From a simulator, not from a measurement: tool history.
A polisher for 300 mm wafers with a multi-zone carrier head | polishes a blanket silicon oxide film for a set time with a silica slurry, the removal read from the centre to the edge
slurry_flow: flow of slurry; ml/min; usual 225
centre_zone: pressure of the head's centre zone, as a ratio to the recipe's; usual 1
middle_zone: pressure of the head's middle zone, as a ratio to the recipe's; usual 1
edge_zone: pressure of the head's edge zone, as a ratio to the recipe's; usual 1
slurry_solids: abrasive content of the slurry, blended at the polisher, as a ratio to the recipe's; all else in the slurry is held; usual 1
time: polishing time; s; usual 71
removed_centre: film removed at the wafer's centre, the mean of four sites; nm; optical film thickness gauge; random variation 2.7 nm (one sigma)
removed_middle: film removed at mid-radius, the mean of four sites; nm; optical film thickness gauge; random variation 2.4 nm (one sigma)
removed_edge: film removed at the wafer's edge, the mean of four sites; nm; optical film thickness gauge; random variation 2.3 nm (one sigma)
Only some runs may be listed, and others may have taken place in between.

| run | hour | slurry_flow | centre_zone | middle_zone | edge_zone | slurry_solids | time | incoming thickness of the incoming film, nm | removed_centre | removed_middle | removed_edge |
|---|---|---|---|---|---|---|---|---|---|---|---|
| 1 | 0 | 205 | 1 | 0.93 | 1.05 | 1 | 71 | 1061.3 | 232.6 | 208.4 | 224.4 |
| 2 | 81.2 | 165 | 1 | 1 | 1 | 1 | 71 | 1063 | 228.6 | 215.5 | 217.1 |
| 3 | 147.6 | 185 | 1 | 0.96 | 1 | 1 | 71 | 1060.3 | 222.5 | 204 | 211 |
| 4 | 217.4 | 225 | 1 | 1 | 1 | 1 | 51 | 1073.7 | 152.9 | 154.1 | 152.7 |
| 5 | 321 | 175 | 1 | 1.05 | 1 | 1 | 71 | 1080.6 | 205.1 | 216.4 | 205.4 |
| 6 | 428.1 | 270 | 1 | 1 | 1 | 1 | 63 | 1066.2 | 187.7 | 188.3 | 185 |
| 7 | 525 | 225 | 0.94 | 1 | 1 | 0.7 | 48 | 1052.8 | 93.3 | 93.4 | 95.8 |
| 8 | 562.9 | 225 | 1 | 1 | 0.92 | 1.15 | 71 | 1055.6 | 255.2 | 252.1 | 236.1 |
| 9 | 636.9 | 225 | 1 | 1 | 1 | 1 | 51 | 1071.5 | 167.9 | 161.9 | 157.6 |
| 10 | 705.5 | 225 | 1 | 1 | 1 | 1 | 71 | 1072 | 233.2 | 223.9 | 219.4 |
| 11 | 797.7 | 225 | 1.05 | 1 | 1 | 0.75 | 59 | 1067.9 | 139.2 | 138 | 136.9 |
| 12 | 858.9 | 225 | 1 | 0.9 | 1.04 | 1 | 86 | 1086.5 | 257.1 | 240.2 | 262.5 |
| 13 | 958.7 | 225 | 1 | 1 | 1 | 1 | 71 | 1069.6 | 212 | 213.6 | 203.9 |
| 14 | 1019 | 225 | 1 | 1.08 | 1 | 1 | 71 | 1071.7 | 211.3 | 226.5 | 206.4 |
| 15 | 1112.4 | 225 | 1 | 0.9 | 1.03 | 1 | 71 | 1068.6 | 213.6 | 187.2 | 202.1 |
| 16 | 1211.3 | 175 | 1 | 1.05 | 1.06 | 1.15 | 71 | 1063.1 | 254.5 | 254.3 | 244.8 |
| 17 | 1303.9 | 225 | 1.06 | 1.05 | 1 | 0.75 | 82 | 1058.9 | 215.2 | 203.5 | 193.5 |
| 18 | 1378.4 | 225 | 1 | 1 | 1 | 1 | 65 | 1070 | 216.3 | 195.7 | 198.2 |
| 19 | 1417.3 | 225 | 0.91 | 1 | 1 | 1 | 71 | 1083.1 | 192.9 | 215.7 | 216.8 |
| 20 | 1522.3 | 300 | 0.92 | 1 | 1 | 0.75 | 57 | 1061.5 | 119.7 | 134.4 | 129.6 |

Not shown: 12 entries that the log had between the listed runs. Between which runs, and how does the tool's hidden state differ before and after?
Between runs 1 and 2: slurry nozzle cleaned (hour 43.4); carrier head's membrane replaced by a new one (hour 67.5)
  removal rate lost through wear of the pad, %: 1.94 -> 3.42; deviation of the centre zone's pressure from its setpoint, %: 7.17 -> 8.69
  measured less the result without the state, removed_centre: +9.5 -> +8.7 nm; removed_middle: -4.2 -> -7.7 nm; removed_edge: -4.4 -> -7.6 nm
Between runs 3 and 4: centre zone pressure recalibrated (hour 159.5)
  removal rate lost through wear of the pad, %: 4.62 -> 5.89; deviation of the centre zone's pressure from its setpoint, %: 9.94 -> 0.323
  measured less the result without the state, removed_centre: +7.9 -> -9.1 nm; removed_middle: -10 -> -9.7 nm; removed_edge: -10.2 -> -9.6 nm
Between runs 7 and 8: worn pad replaced by a new one (hour 530.7)
  removal rate lost through wear of the pad, %: 11.5 -> 1.2; deviation of the centre zone's pressure from its setpoint, %: 6.1 -> 6.81
  measured less the result without the state, removed_centre: -6.7 -> +11.5 nm; removed_middle: -12.1 -> -3.1 nm; removed_edge: -12.4 -> -2.9 nm
Between runs 8 and 9: edge zone pressure recalibrated (hour 600.8); carrier head's membrane replaced by a new one (hour 615.6)
  removal rate lost through wear of the pad, %: 1.2 -> 2.54; deviation of the centre zone's pressure from its setpoint, %: 6.81 -> 8.2
  measured less the result without the state, removed_centre: +11.5 -> +7.2 nm; removed_middle: -3.1 -> -4.2 nm; removed_edge: -2.9 -> -4.1 nm
Between runs 10 and 11: slurry nozzle cleaned (hour 717.7); centre zone pressure recalibrated (hour 749.8)
  removal rate lost through wear of the pad, %: 3.78 -> 5.45; deviation of the centre zone's pressure from its setpoint, %: 9.48 -> 1.23
  measured less the result without the state, removed_centre: +9.5 -> -6.4 nm; removed_middle: -8.9 -> -8 nm; removed_edge: -8.7 -> -7.9 nm
Between runs 15 and 16: worn pad replaced by a new one (hour 1164.6)
  removal rate lost through wear of the pad, %: 11.2 -> 2.02; deviation of the centre zone's pressure from its setpoint, %: 7.14 -> 8.99
  measured less the result without the state, removed_centre: -12.6 -> +13.8 nm; removed_middle: -23.6 -> -5.4 nm; removed_edge: -25.3 -> -5.1 nm
Between runs 16 and 17: carrier head's membrane replaced by a new one (hour 1221.3)
  removal rate lost through wear of the pad, %: 2.02 -> 3.7; deviation of the centre zone's pressure from its setpoint, %: 8.99 -> 10.7
  measured less the result without the state, removed_centre: +13.8 -> +10.9 nm; removed_middle: -5.4 -> -7.9 nm; removed_edge: -5.1 -> -7.5 nm
Between runs 18 and 19: slurry nozzle cleaned (hour 1382.2); centre zone pressure recalibrated (hour 1408.6)
  removal rate lost through wear of the pad, %: 5.05 -> 5.76; deviation of the centre zone's pressure from its setpoint, %: 12.1 -> -0.656
  measured less the result without the state, removed_centre: +10.4 -> -13 nm; removed_middle: -10.5 -> -13.1 nm; removed_edge: -10.6 -> -13.2 nm
